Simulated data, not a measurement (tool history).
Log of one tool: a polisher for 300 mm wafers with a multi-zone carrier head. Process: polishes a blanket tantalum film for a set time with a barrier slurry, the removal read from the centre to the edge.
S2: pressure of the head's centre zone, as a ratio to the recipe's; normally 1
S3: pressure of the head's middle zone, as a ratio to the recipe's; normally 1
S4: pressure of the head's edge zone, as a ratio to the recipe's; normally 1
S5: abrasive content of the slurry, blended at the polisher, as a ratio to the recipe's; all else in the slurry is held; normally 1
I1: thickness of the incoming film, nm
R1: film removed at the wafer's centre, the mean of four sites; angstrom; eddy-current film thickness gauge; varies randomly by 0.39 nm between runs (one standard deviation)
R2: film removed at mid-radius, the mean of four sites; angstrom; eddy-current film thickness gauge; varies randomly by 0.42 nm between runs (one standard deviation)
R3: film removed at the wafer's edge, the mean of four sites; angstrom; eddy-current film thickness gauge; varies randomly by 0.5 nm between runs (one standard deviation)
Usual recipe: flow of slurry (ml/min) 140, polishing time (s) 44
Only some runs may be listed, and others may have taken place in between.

run 1 hour=0 | flow_of_slurry_(ml/min)=140 S2=1 S3=1 S4=1 S5=1 polishing_time_(s)=44 | I1=201.6 | R1=402 R2=411 R3=405
run 2 hour=6.1 | flow_of_slurry_(ml/min)=140 S2=1 S3=1 S4=1 S5=1 polishing_time_(s)=44 | I1=201.6 | R1=395 R2=404 R3=396
run 3 hour=13.2 | flow_of_slurry_(ml/min)=140 S2=1 S3=1 S4=1 S5=1 polishing_time_(s)=44 | I1=197.7 | R1=400 R2=409 R3=394
run 4 hour=24.5 | flow_of_slurry_(ml/min)=140 S2=1 S3=1 S4=1 S5=1 polishing_time_(s)=44 | I1=197.6 | R1=399 R2=415 R3=396
run 5 hour=34.2 | flow_of_slurry_(ml/min)=140 S2=1 S3=1 S4=1 S5=1 polishing_time_(s)=44 | I1=200.1 | R1=397 R2=405 R3=385
run 6 hour=40.2 | flow_of_slurry_(ml/min)=140 S2=0.96 S3=1 S4=1 S5=1 polishing_time_(s)=44 | I1=204.2 | R1=378 R2=415 R3=395
run 7 hour=57.7 | flow_of_slurry_(ml/min)=140 S2=1 S3=1.03 S4=1 S5=0.85 polishing_time_(s)=44 | I1=197.8 | R1=390 R2=412 R3=374
-- hour=62.2 slurry nozzle cleaned
run 8 hour=68.2 | flow_of_slurry_(ml/min)=140 S2=1 S3=1.03 S4=1 S5=0.85 polishing_time_(s)=44 | I1=201.3 | R1=380 R2=401 R3=379
-- hour=73 edge zone pressure recalibrated
-- hour=81.2 carrier head's membrane replaced by a new one
-- hour=82.4 centre zone pressure recalibrated
run 9 hour=82.9 | flow_of_slurry_(ml/min)=110 S2=1 S3=0.97 S4=1 S5=1 polishing_time_(s)=34 | I1=200.2 | R1=286 R2=291 R3=293
run 10 hour=88 | flow_of_slurry_(ml/min)=140 S2=1 S3=1 S4=1 S5=1 polishing_time_(s)=44 | I1=203 | R1=392 R2=398 R3=387
run 11 hour=101.8 | flow_of_slurry_(ml/min)=120 S2=1 S3=1.06 S4=1 S5=1 polishing_time_(s)=49 | I1=197.9 | R1=425 R2=459 R3=414
run 12 hour=108.4 | flow_of_slurry_(ml/min)=95 S2=1.1 S3=0.95 S4=1 S5=1 polishing_time_(s)=48 | I1=198.6 | R1=430 R2=384 R3=396
-- hour=114.1 worn pad replaced by a new one
run 13 hour=119.7 | flow_of_slurry_(ml/min)=140 S2=1 S3=1 S4=1 S5=1 polishing_time_(s)=44 | I1=195.8 | R1=417 R2=426 R3=418
run 14 hour=126.2 | flow_of_slurry_(ml/min)=140 S2=1.1 S3=1.1 S4=0.96 S5=0.75 polishing_time_(s)=44 | I1=204 | R1=434 R2=451 R3=393
run 15 hour=133.5 | flow_of_slurry_(ml/min)=140 S2=1 S3=1 S4=1 S5=1 polishing_time_(s)=34 | I1=200.8 | R1=316 R2=327 R3=318
run 16 hour=148.3 | flow_of_slurry_(ml/min)=140 S2=1.09 S3=1 S4=0.94 S5=1 polishing_time_(s)=44 | I1=201.9 | R1=434 R2=423 R3=400
run 17 hour=155.7 | flow_of_slurry_(ml/min)=140 S2=1 S3=1 S4=1 S5=1 polishing_time_(s)=44 | I1=198.8 | R1=407 R2=413 R3=404

Give the tool's hidden conditions for every run:
slurry flow missing at the pad, %: 0 across all the runs
deviation of the centre zone's pressure from its setpoint, %: 0 across all the runs
deviation of the edge zone's pressure from its setpoint, %: 0 across all the runs
H1: removal rate lost through wear of the pad, %
run=1 H1=4.79
run=2 H1=5.08
run=3 H1=5.38
run=4 H1=5.79
run=5 H1=6.08
run=6 H1=6.24
run=7 H1=6.62
run=8 H1=6.8
run=9 H1=7
run=10 H1=7.06
run=11 H1=7.2
run=12 H1=7.25
run=13 H1=0.829
run=14 H1=1.56
run=15 H1=2.29
run=16 H1=3.51
run=17 H1=4.02

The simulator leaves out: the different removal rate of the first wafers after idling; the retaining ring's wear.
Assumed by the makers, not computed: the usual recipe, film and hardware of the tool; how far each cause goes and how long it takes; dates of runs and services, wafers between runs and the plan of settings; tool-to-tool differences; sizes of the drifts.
